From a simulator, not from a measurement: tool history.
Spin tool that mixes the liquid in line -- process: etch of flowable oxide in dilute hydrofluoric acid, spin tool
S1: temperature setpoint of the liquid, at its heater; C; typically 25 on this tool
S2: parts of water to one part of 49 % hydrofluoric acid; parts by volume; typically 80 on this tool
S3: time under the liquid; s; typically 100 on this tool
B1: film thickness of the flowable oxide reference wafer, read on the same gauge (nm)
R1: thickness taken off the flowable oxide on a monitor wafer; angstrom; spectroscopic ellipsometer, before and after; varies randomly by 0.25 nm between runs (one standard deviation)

{"run": 1, "hour": 0.0, "S1": 25, "S2": 80, "S3": 100, "B1": 70, "R1": 472.6}
{"hour": 49.4, "done": "thermometer replaced"}
{"run": 2, "hour": 70.5, "S1": 25, "S2": 80, "S3": 100, "B1": 70, "R1": 488.6}
{"run": 3, "hour": 129.3, "S1": 25, "S2": 80, "S3": 100, "B1": 69.99, "R1": 484.4}
{"run": 4, "hour": 166.4, "S1": 25, "S2": 80, "S3": 100, "B1": 69.99, "R1": 480.5}
{"hour": 189.8, "done": "hydrofluoric acid flow meter replaced"}
{"run": 5, "hour": 235.0, "S1": 25, "S2": 80, "S3": 100, "B1": 70, "R1": 504.6}
{"run": 6, "hour": 274.2, "S1": 25, "S2": 80, "S3": 100, "B1": 70, "R1": 501.1}
{"run": 7, "hour": 343.3, "S1": 25, "S2": 80, "S3": 100, "B1": 69.99, "R1": 495.1}
{"run": 8, "hour": 402.9, "S1": 25, "S2": 80, "S3": 100, "B1": 70, "R1": 494.6}
{"run": 9, "hour": 459.4, "S1": 25, "S2": 80, "S3": 70, "B1": 70.01, "R1": 342.6}
{"run": 10, "hour": 506.1, "S1": 25, "S2": 80, "S3": 70, "B1": 70.01, "R1": 339.5}
{"run": 11, "hour": 566.3, "S1": 27.5, "S2": 80, "S3": 60, "B1": 70, "R1": 320.6}
{"run": 12, "hour": 598.2, "S1": 27.5, "S2": 80, "S3": 60, "B1": 70.01, "R1": 316.4}
{"run": 13, "hour": 657.1, "S1": 23.5, "S2": 80, "S3": 100, "B1": 69.98, "R1": 449.5}
{"run": 14, "hour": 694.3, "S1": 25, "S2": 90, "S3": 100, "B1": 69.99, "R1": 417.5}
{"run": 15, "hour": 722.9, "S1": 25, "S2": 80, "S3": 100, "B1": 70, "R1": 471.5}
{"run": 16, "hour": 762.5, "S1": 25, "S2": 110, "S3": 130, "B1": 70.01, "R1": 431.7}
{"hour": 786.3, "done": "gauge calibrated"}
{"hour": 787.6, "done": "hydrofluoric acid flow meter replaced"}
{"run": 17, "hour": 813.6, "S1": 27.5, "S2": 80, "S3": 60, "B1": 70, "R1": 322.1}
{"hour": 829.9, "done": "thermometer replaced"}
{"run": 18, "hour": 866.7, "S1": 29.5, "S2": 40, "S3": 100, "B1": 69.99, "R1": 1274.3}
{"run": 19, "hour": 890.7, "S1": 29, "S2": 80, "S3": 100, "B1": 69.98, "R1": 588}

Forecast run 20:
{"run": 20, "hour": 917.3, "S1": 25, "S2": 80, "S3": 125, "B1": "?", "R1": "?"}

B1: 70.01
R1: 628.3 angstrom
Had the tool carried no hidden state, the very same run would have given R1 639.5 angstrom.

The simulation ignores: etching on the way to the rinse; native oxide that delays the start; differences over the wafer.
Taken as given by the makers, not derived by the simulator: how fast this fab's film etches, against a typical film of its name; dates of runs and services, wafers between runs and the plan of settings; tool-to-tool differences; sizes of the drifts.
